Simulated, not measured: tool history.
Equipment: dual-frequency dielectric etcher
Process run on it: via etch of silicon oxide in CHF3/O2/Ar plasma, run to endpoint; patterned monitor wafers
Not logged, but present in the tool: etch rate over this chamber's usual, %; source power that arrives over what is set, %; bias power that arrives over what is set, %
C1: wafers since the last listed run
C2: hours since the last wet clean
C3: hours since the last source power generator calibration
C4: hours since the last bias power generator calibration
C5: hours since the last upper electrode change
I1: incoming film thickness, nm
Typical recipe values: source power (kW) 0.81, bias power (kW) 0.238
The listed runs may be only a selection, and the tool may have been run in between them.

run 1 hour=0 | source_power_(kW)=0.81 bias_power_(kW)=0.238 | C1=0 C2=219.8 C3=4043.2 C4=2829.1 C5=3046.1 | I1=542.2 | endpoint_time_(s)=212.8
run 2 hour=49.3 | source_power_(kW)=0.89 bias_power_(kW)=0.238 | C1=235 C2=269.1 C3=4092.5 C4=2878.4 C5=3095.4 | I1=542.6 | endpoint_time_(s)=211.4
run 3 hour=94.4 | source_power_(kW)=0.89 bias_power_(kW)=0.238 | C1=215 C2=314.2 C3=4137.6 C4=2923.5 C5=3140.5 | I1=533.2 | endpoint_time_(s)=204.4
run 4 hour=129.2 | source_power_(kW)=0.92 bias_power_(kW)=0.238 | C1=166 C2=349 C3=4172.4 C4=2958.3 C5=3175.3 | I1=531.3 | endpoint_time_(s)=204.5
run 5 hour=158.7 | source_power_(kW)=0.81 bias_power_(kW)=0.238 | C1=141 C2=378.5 C3=4201.9 C4=2987.8 C5=3204.8 | I1=538.9 | endpoint_time_(s)=216
run 6 hour=185 | source_power_(kW)=0.81 bias_power_(kW)=0.238 | C1=125 C2=404.8 C3=4228.2 C4=3014.1 C5=3231.1 | I1=541.6 | endpoint_time_(s)=216.3
run 7 hour=244.6 | source_power_(kW)=0.81 bias_power_(kW)=0.238 | C1=285 C2=464.4 C3=4287.8 C4=3073.7 C5=3290.7 | I1=541.4 | endpoint_time_(s)=217.6
run 8 hour=299.5 | source_power_(kW)=0.81 bias_power_(kW)=0.238 | C1=262 C2=519.3 C3=4342.7 C4=3128.6 C5=3345.6 | I1=539.3 | endpoint_time_(s)=216.8
-- hour=305.8 source power generator calibrated
-- hour=338.7 upper electrode replaced
-- hour=345 wet clean of the chamber
run 9 hour=345.5 | source_power_(kW)=0.81 bias_power_(kW)=0.238 | C1=55 C2=0.5 C3=39.7 C4=3174.6 C5=6.8 | I1=536.4 | endpoint_time_(s)=206.7
run 10 hour=368.6 | source_power_(kW)=0.81 bias_power_(kW)=0.238 | C1=110 C2=23.6 C3=62.8 C4=3197.7 C5=29.9 | I1=542.4 | endpoint_time_(s)=210.1
-- hour=376.5 bias power generator calibrated
run 11 hour=424.9 | source_power_(kW)=0.94 bias_power_(kW)=0.182 | C1=250 C2=79.9 C3=119.1 C4=48.4 C5=86.2 | I1=540.1 | endpoint_time_(s)=219.3
run 12 hour=454.4 | source_power_(kW)=0.65 bias_power_(kW)=0.189 | C1=141 C2=109.4 C3=148.6 C4=77.9 C5=115.7 | I1=537.1 | endpoint_time_(s)=239.2
run 13 hour=501.8 | source_power_(kW)=0.81 bias_power_(kW)=0.238 | C1=226 C2=156.8 C3=196 C4=125.3 C5=163.1 | I1=542.2 | endpoint_time_(s)=215.1
run 14 hour=536.5 | source_power_(kW)=0.76 bias_power_(kW)=0.197 | C1=166 C2=191.5 C3=230.7 C4=160 C5=197.8 | I1=537.1 | endpoint_time_(s)=225.6
run 15 hour=589.6 | source_power_(kW)=0.81 bias_power_(kW)=0.193 | C1=254 C2=244.6 C3=283.8 C4=213.1 C5=250.9 | I1=539.8 | endpoint_time_(s)=228.1
run 16 hour=652.9 | source_power_(kW)=0.81 bias_power_(kW)=0.238 | C1=303 C2=307.9 C3=347.1 C4=276.4 C5=314.2 | I1=539.3 | endpoint_time_(s)=213.6
run 17 hour=710.2 | source_power_(kW)=0.67 bias_power_(kW)=0.283 | C1=274 C2=365.2 C3=404.4 C4=333.7 C5=371.5 | I1=536.8 | endpoint_time_(s)=210.2
run 18 hour=747.2 | source_power_(kW)=1.01 bias_power_(kW)=0.185 | C1=177 C2=402.2 C3=441.4 C4=370.7 C5=408.5 | I1=538 | endpoint_time_(s)=223.5
run 19 hour=797.8 | source_power_(kW)=1 bias_power_(kW)=0.269 | C1=242 C2=452.8 C3=492 C4=421.3 C5=459.1 | I1=543.4 | endpoint_time_(s)=197.3
run 20 hour=866.3 | source_power_(kW)=0.64 bias_power_(kW)=0.238 | C1=327 C2=521.3 C3=560.5 C4=489.8 C5=527.6 | I1=534.8 | endpoint_time_(s)=228.8
run 21 hour=925.2 | source_power_(kW)=0.98 bias_power_(kW)=0.238 | C1=281 C2=580.2 C3=619.4 C4=548.7 C5=586.5 | I1=535 | endpoint_time_(s)=205.5

Below, some changes in endpoint time (s) between adjacent runs. For each, the amount present without the hidden state too (settings, incoming material, random variation) and the amount remaining for the hidden state with gauge scatter not shared by both compared results:
Run 8 -> 9: source power generator calibrated, upper electrode replaced, wet clean of the chamber. endpoint time (s) -10.1: hidden state -9.9, all else -0.2.
Run 18 -> 19: source power (kW) 1.01 -> 1, bias power (kW) 0.185 -> 0.269. endpoint time (s) -26.2: hidden state -0.1, all else -26.1.
Run 19 -> 20: source power (kW) 1 -> 0.64, bias power (kW) 0.269 -> 0.238. endpoint time (s) +31.5: hidden state +2.5, all else +29.

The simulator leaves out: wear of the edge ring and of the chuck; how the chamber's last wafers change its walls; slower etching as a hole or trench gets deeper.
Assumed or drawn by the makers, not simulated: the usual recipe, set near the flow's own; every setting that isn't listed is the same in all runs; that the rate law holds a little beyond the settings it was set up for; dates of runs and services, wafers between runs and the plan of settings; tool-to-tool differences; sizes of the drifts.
